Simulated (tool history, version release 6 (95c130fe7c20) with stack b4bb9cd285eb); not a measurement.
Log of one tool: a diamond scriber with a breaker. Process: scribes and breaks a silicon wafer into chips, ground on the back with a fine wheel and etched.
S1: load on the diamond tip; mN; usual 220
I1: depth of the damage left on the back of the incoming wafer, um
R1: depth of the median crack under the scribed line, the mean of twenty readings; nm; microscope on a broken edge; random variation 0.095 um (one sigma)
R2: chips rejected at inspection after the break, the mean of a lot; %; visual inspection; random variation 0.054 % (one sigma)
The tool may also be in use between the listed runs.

{"run": 1, "hour": 0.0, "S1": 260, "I1": 0.67, "R1": 13480, "R2": 3.71}
{"run": 2, "hour": 47.5, "S1": 260, "I1": 0.79, "R1": 13350, "R2": 3.91}
{"hour": 75.9, "done": "diamond tip replaced by a new one"}
{"run": 3, "hour": 114.9, "S1": 220, "I1": 0.42, "R1": 11670, "R2": 1.22}
{"run": 4, "hour": 139.3, "S1": 220, "I1": 0.5, "R1": 11750, "R2": 1.13}
{"run": 5, "hour": 167.8, "S1": 220, "I1": 0.61, "R1": 11940, "R2": 1.3}
{"run": 6, "hour": 228.5, "S1": 236, "I1": 0.59, "R1": 12550, "R2": 2.26}
{"run": 7, "hour": 283.5, "S1": 220, "I1": 0.59, "R1": 11820, "R2": 1.16}
{"run": 8, "hour": 354.6, "S1": 220, "I1": 0.74, "R1": 11710, "R2": 1.32}
{"run": 9, "hour": 399.4, "S1": 220, "I1": 0.7, "R1": 11950, "R2": 1.23}
{"run": 10, "hour": 467.3, "S1": 175, "I1": 0.47, "R1": 9890, "R2": 2.34}
{"run": 11, "hour": 504.8, "S1": 220, "I1": 0.78, "R1": 11800, "R2": 1.19}
{"run": 12, "hour": 565.1, "S1": 163, "I1": 0.4, "R1": 9320, "R2": 3.98}
{"hour": 592.4, "done": "load on the tip recalibrated"}
{"run": 13, "hour": 621.2, "S1": 276, "I1": 0.8, "R1": 14770, "R2": 8.76}
{"run": 14, "hour": 670.7, "S1": 246, "I1": 0.47, "R1": 13710, "R2": 4.57}
{"run": 15, "hour": 698.2, "S1": 283, "I1": 0.56, "R1": 15320, "R2": 9.83}
{"run": 16, "hour": 764.7, "S1": 154, "I1": 0.52, "R1": 9410, "R2": 3.25}
{"run": 17, "hour": 827.7, "S1": 197, "I1": 0.32, "R1": 11780, "R2": 1.04}
{"hour": 833.0, "done": "load on the tip recalibrated, repeated, since the last time left the tool worse"}
{"run": 18, "hour": 880.6, "S1": 220, "I1": 0.68, "R1": 11230, "R2": 0.9}
{"hour": 906.1, "done": "diamond tip replaced by a new one"}
{"run": 19, "hour": 930.7, "S1": 178, "I1": 0.33, "R1": 9600, "R2": 2.78}
{"run": 20, "hour": 988.7, "S1": 220, "I1": 0.74, "R1": 11380, "R2": 0.91}
{"run": 21, "hour": 1115.2, "S1": 266, "I1": 0.35, "R1": 13320, "R2": 4.14}
{"run": 22, "hour": 1168.5, "S1": 270, "I1": 0.74, "R1": 13650, "R2": 4.76}

Forecast each of these 4 alternatives for the next run:
{"run": "A", "hour": 1169.1, "S1": 264, "I1": 0.76, "R1": "?", "R2": "?"}
{"run": "B", "hour": 1169.1, "S1": 160, "I1": 0.76, "R1": "?", "R2": "?"}
{"run": "C", "hour": 1169.1, "S1": 265, "I1": 0.76, "R1": "?", "R2": "?"}
{"run": "D", "hour": 1169.1, "S1": 157, "I1": 0.76, "R1": "?", "R2": "?"}

run=A R1=13220 R2=3.66
run=B R1=8890 R2=4.68
run=C R1=13260 R2=3.75
run=D R1=8750 R2=5.26
Without the tool's hidden state the same runs would have given:
run=A R1=12670 R2=2.49
run=B R1=8520 R2=6.34
run=C R1=12710 R2=2.56
run=D R1=8380 R2=7.02
